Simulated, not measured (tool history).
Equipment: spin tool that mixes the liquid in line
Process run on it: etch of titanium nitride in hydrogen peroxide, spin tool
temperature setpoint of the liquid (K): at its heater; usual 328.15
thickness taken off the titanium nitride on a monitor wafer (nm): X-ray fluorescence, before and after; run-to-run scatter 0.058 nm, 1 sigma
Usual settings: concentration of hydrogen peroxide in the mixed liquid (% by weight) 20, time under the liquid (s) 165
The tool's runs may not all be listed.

| run | hour | temperature setpoint of the liquid (K) | concentration of hydrogen peroxide in the mixed liquid (% by weight) | time under the liquid (s) | wafers since the last listed run | hours since the thermometer was replaced | hours since the peroxide flow meter was replaced | hours since the heated supply line was repaired | hours since the drum of peroxide was connected | hours since the gauge calibration | read-back film thickness of the titanium nitride reference wafer, read on the same gauge (nm) | thickness taken off the titanium nitride on a monitor wafer (nm) |
|---|---|---|---|---|---|---|---|---|---|---|---|---|
| 1 | 0 | 328.15 | 20 | 165 | 0 | 16.5 | 30.4 | 3751.8 | 43.6 | 29.4 | 60.02 | 4.64 |
| 2 | 46.3 | 328.15 | 20 | 165 | 438 | 62.8 | 76.7 | 3798.1 | 89.9 | 75.7 | 59.97 | 4.51 |
|  | 49.2 | heated supply line repaired |
| 3 | 53.8 | 328.15 | 20 | 165 | 61 | 70.3 | 84.2 | 4.6 | 97.4 | 83.2 | 59.97 | 6.05 |
| 4 | 61.7 | 328.15 | 20 | 95 | 74 | 78.2 | 92.1 | 12.5 | 105.3 | 91.1 | 60.02 | 3.4 |
| 5 | 71.4 | 328.15 | 20 | 95 | 91 | 87.9 | 101.8 | 22.2 | 115 | 100.8 | 60.02 | 3.42 |
| 6 | 79.6 | 328.15 | 16 | 165 | 77 | 96.1 | 110 | 30.4 | 123.2 | 109 | 59.97 | 5.68 |
| 7 | 92 | 328.15 | 20 | 95 | 117 | 108.5 | 122.4 | 42.8 | 135.6 | 121.4 | 59.97 | 3.47 |
| 8 | 102.5 | 328.15 | 20 | 165 | 99 | 119 | 132.9 | 53.3 | 146.1 | 131.9 | 60.01 | 6.04 |
| 9 | 114.7 | 324.65 | 24.5 | 190 | 115 | 131.2 | 145.1 | 65.5 | 158.3 | 144.1 | 60.02 | 5.62 |
| 10 | 131.8 | 331.15 | 20 | 165 | 161 | 148.3 | 162.2 | 82.6 | 175.4 | 161.2 | 59.98 | 7.42 |
| 11 | 147.3 | 336.15 | 20 | 255 | 146 | 163.8 | 177.7 | 98.1 | 190.9 | 176.7 | 60.02 | 15.78 |
| 12 | 164 | 328.15 | 24 | 165 | 158 | 180.5 | 194.4 | 114.8 | 207.6 | 193.4 | 59.99 | 6.18 |
| 13 | 170 | 328.15 | 14.5 | 165 | 56 | 186.5 | 200.4 | 120.8 | 213.6 | 199.4 | 59.99 | 5.52 |
| 14 | 187.7 | 336.15 | 23 | 165 | 167 | 204.2 | 218.1 | 138.5 | 231.3 | 217.1 | 60.02 | 10.71 |
| 15 | 203.3 | 319.65 | 14.5 | 165 | 147 | 219.8 | 233.7 | 154.1 | 246.9 | 232.7 | 59.99 | 2.98 |
| 16 | 213.6 | 337.15 | 20 | 230 | 97 | 230.1 | 244 | 164.4 | 257.2 | 243 | 59.99 | 15.47 |
| 17 | 221.5 | 334.15 | 16.5 | 80 | 74 | 238 | 251.9 | 172.3 | 265.1 | 250.9 | 60.01 | 4.13 |
| 18 | 233.3 | 337.65 | 20 | 165 | 111 | 249.8 | 263.7 | 184.1 | 276.9 | 262.7 | 59.97 | 11.44 |
| 19 | 243 | 321.65 | 24.5 | 240 | 91 | 259.5 | 273.4 | 193.8 | 286.6 | 272.4 | 60.02 | 5.59 |
| 20 | 250.6 | 323.65 | 25 | 165 | 71 | 267.1 | 281 | 201.4 | 294.2 | 280 | 59.99 | 4.5 |
| 21 | 266.3 | 323.65 | 22 | 80 | 148 | 282.8 | 296.7 | 217.1 | 309.9 | 295.7 | 59.99 | 2.15 |
| 22 | 277.8 | 328.15 | 20 | 165 | 108 | 294.3 | 308.2 | 228.6 | 321.4 | 307.2 | 60 | 5.88 |
| 23 | 285.8 | 328.15 | 20 | 245 | 75 | 302.3 | 316.2 | 236.6 | 329.4 | 315.2 | 60 | 8.91 |
| 24 | 297.3 | 322.65 | 23.5 | 165 | 108 | 313.8 | 327.7 | 248.1 | 340.9 | 326.7 | 59.99 | 4.09 |
| 25 | 325.7 | 337.65 | 24.5 | 90 | 268 | 342.2 | 356.1 | 276.5 | 369.3 | 355.1 | 59.99 | 6.41 |
| 26 | 340.8 | 328.15 | 20 | 165 | 142 | 357.3 | 371.2 | 291.6 | 384.4 | 370.2 | 59.97 | 5.78 |

The logged runs with the hidden state left out (each run's random variation unchanged):
Unlogged tool condition in this case: liquid hotter than its thermometer reads (K); peroxide flow above the setpoint (%); temperature lost on the way to the wafer (K); peroxide weaker than its label (%); gauge reads high (%).
| run | thickness taken off the titanium nitride on a monitor wafer (nm) |
|---|---|
| 1 | 6.18 |
| 2 | 6.03 |
| 3 | 6.11 |
| 4 | 3.44 |
| 5 | 3.46 |
| 6 | 5.75 |
| 7 | 3.51 |
| 8 | 6.12 |
| 9 | 5.7 |
| 10 | 7.53 |
| 11 | 16.02 |
| 12 | 6.29 |
| 13 | 5.63 |
| 14 | 10.9 |
| 15 | 3.04 |
| 16 | 15.78 |
| 17 | 4.21 |
| 18 | 11.68 |
| 19 | 5.73 |
| 20 | 4.62 |
| 21 | 2.21 |
| 22 | 6.03 |
| 23 | 9.15 |
| 24 | 4.2 |
| 25 | 6.58 |
| 26 | 5.96 |

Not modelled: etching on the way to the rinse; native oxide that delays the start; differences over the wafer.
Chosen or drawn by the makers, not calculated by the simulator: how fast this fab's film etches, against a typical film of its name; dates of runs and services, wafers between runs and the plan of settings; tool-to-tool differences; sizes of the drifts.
